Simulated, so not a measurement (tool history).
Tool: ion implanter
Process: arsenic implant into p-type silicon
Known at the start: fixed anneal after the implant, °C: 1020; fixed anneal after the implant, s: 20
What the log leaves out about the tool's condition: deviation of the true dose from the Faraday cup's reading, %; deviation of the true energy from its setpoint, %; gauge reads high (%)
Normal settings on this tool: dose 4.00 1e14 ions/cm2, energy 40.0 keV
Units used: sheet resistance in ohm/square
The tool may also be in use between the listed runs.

run	hour	dose	energy	wafers since the last listed run	hours since the last dose calibration	hours since the extraction supply was calibrated	hours since the gauge calibration	read-back reference wafer on the same gauge, sheet resistance	sheet resistance
1	0.0	4.00	40.0	0	369.7	2037.6	385.9	176.93	184.74
2	84.1	4.00	40.0	2428	453.8	2121.7	470.0	176.97	184.31
3	121.4	4.00	40.0	1076	491.1	2159.0	507.3	176.93	184.16
4	162.6	4.00	40.0	1189	532.3	2200.2	548.5	176.98	184.20
5	236.5	3.50	44.5	2133	606.2	2274.1	622.4	177.00	201.62
6	330.0	3.50	44.5	2699	699.7	2367.6	715.9	176.87	200.92
7	376.7	4.00	40.0	1348	746.4	2414.3	762.6	177.08	184.29
8	461.8	4.00	40.0	2457	831.5	2499.4	847.7	177.12	184.67
# hour 533.3: extraction supply calibrated
9	561.8	5.08	40.0	2656	931.5	28.5	947.7	176.87	153.18
# hour 625.3: gauge calibrated
10	633.5	5.15	35.5	2070	1003.2	100.2	8.2	176.99	154.64
11	707.8	4.00	52.5	2145	1077.5	174.5	82.5	177.04	177.39
# hour 717.1: Faraday cup replaced and dose calibrated
12	750.0	3.17	27.0	987	32.9	216.7	124.7	177.02	232.30
13	796.9	2.95	27.5	1354	79.8	263.6	171.6	176.85	244.40
14	850.7	4.00	40.0	1553	133.6	317.4	225.4	177.03	184.24
15	914.0	4.00	40.0	1827	196.9	380.7	288.7	176.87	184.66
16	984.9	4.00	40.0	2047	267.8	451.6	359.6	177.02	184.55

5 options for the next run, each taken on its own from the tool as it stands now. Forecast them:
A	985.3	4.00	40.0	11	268.2	452.0	360.0	?	?
B	985.3	3.02	48.5	11	268.2	452.0	360.0	?	?
C	985.3	5.16	31.0	11	268.2	452.0	360.0	?	?
D	985.3	4.64	29.5	11	268.2	452.0	360.0	?	?
E	985.3	3.61	40.0	11	268.2	452.0	360.0	?	?

run	read-back reference wafer on the same gauge, sheet resistance	sheet resistance
A	176.98	184.38
B	176.98	222.09
C	176.98	157.51
D	176.98	172.01
E	176.98	199.42
Stripped of hidden state, with their random variation kept, the same runs would have yielded:
run	sheet resistance
A	184.38
B	222.09
C	157.51
D	172.01
E	199.42
